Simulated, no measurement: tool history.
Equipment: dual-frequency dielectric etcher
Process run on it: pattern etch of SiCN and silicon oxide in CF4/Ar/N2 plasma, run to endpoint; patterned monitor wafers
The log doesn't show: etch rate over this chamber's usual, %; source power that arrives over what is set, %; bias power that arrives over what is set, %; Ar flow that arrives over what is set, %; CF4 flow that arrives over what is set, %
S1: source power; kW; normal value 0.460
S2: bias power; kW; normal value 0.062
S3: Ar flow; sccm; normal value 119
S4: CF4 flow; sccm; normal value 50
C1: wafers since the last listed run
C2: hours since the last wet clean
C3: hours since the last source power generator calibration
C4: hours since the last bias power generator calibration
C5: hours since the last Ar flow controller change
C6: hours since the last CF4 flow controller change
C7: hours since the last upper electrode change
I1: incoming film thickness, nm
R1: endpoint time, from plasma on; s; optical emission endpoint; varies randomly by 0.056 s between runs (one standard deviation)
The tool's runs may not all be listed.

run	hour	S1	S2	S3	S4	C1	C2	C3	C4	C5	C6	C7	I1	R1
1	0.0	0.460	0.068	119	50	0	495.7	1882.2	2253.1	5333.9	4257.6	5138.7	14.01	17.7
2	13.2	0.460	0.068	119	50	248	508.9	1895.4	2266.3	5347.1	4270.8	5151.9	14.15	17.9
3	29.8	0.460	0.068	119	50	312	525.5	1912.0	2282.9	5363.7	4287.4	5168.5	14.03	17.7
# hour 62.3: upper electrode replaced
4	62.8	0.460	0.062	119	50	169	558.5	1945.0	2315.9	5396.7	4320.4	0.5	14.02	18.1
5	63.1	0.460	0.062	119	50	5	558.8	1945.3	2316.2	5397.0	4320.7	0.8	14.06	18.2
6	68.9	0.460	0.062	119	50	109	564.6	1951.1	2322.0	5402.8	4326.5	6.6	13.92	18.0
7	86.2	0.460	0.062	119	50	325	581.9	1968.4	2339.3	5420.1	4343.8	23.9	14.00	18.1
8	98.4	0.460	0.062	119	50	229	594.1	1980.6	2351.5	5432.3	4356.0	36.1	14.14	18.3
# hour 107.7: Ar flow controller replaced
# hour 109.8: CF4 flow controller replaced
9	112.9	0.460	0.062	119	50	121	608.6	1995.1	2366.0	5.2	3.1	50.6	14.15	18.2
10	122.7	0.460	0.062	119	50	184	618.4	2004.9	2375.8	15.0	12.9	60.4	13.95	18.0
11	137.0	0.460	0.062	119	50	269	632.7	2019.2	2390.1	29.3	27.2	74.7	13.97	17.9
# hour 167.6: wet clean of the chamber
12	168.1	0.460	0.072	131	50	133	0.5	2050.3	2421.2	60.4	58.3	105.8	14.08	18.5
13	168.5	0.460	0.062	119	50	7	0.9	2050.7	2421.6	60.8	58.7	106.2	14.15	19.1
14	169.8	0.460	0.062	119	50	24	2.2	2052.0	2422.9	62.1	60.0	107.5	14.12	19.0
15	181.8	0.460	0.069	119	54	225	14.2	2064.0	2434.9	74.1	72.0	119.5	14.11	18.4
16	194.8	0.370	0.062	108	45	244	27.2	2077.0	2447.9	87.1	85.0	132.5	14.12	21.3
17	201.5	0.530	0.076	90	61	126	33.9	2083.7	2454.6	93.8	91.7	139.2	14.08	15.8
# hour 207.8: bias power generator calibrated
18	213.9	0.460	0.068	119	50	158	46.3	2096.1	6.1	106.2	104.1	151.6	14.14	18.6
19	228.1	0.460	0.062	119	50	267	60.5	2110.3	20.3	120.4	118.3	165.8	14.10	19.0
# hour 235.4: source power generator calibrated
20	235.9	0.460	0.062	132	62	71	68.3	0.5	28.1	128.2	126.1	173.6	14.07	18.8
21	246.4	0.460	0.062	119	50	197	78.8	11.0	38.6	138.7	136.6	184.1	13.94	18.7
22	264.0	0.460	0.073	119	38	331	96.4	28.6	56.2	156.3	154.2	201.7	13.88	18.6
23	274.6	0.420	0.062	119	60	199	107.0	39.2	66.8	166.9	164.8	212.3	14.03	19.3
24	290.4	0.460	0.077	119	50	297	122.8	55.0	82.6	182.7	180.6	228.1	14.11	17.9
25	305.7	0.460	0.062	137	56	287	138.1	70.3	97.9	198.0	195.9	243.4	14.00	18.8

For each run, the measured value with the value that run would have given without the tool's hidden condition subtracted. The run-to-run variation is shared by both, the gauge scatter possibly not:
run	R1
1	-0.6
2	-0.6
3	-0.7
4	-0.7
5	-0.7
6	-0.7
7	-0.7
8	-0.7
9	-0.8
10	-0.8
11	-0.8
12	+0.1
13	+0.1
14	+0.1
15	+0.1
16	+0.1
17	+0.1
18	+0.1
19	+0.1
20	+0.1
21	+0.0
22	+0.0
23	+0.0
24	+0.0
25	-0.1
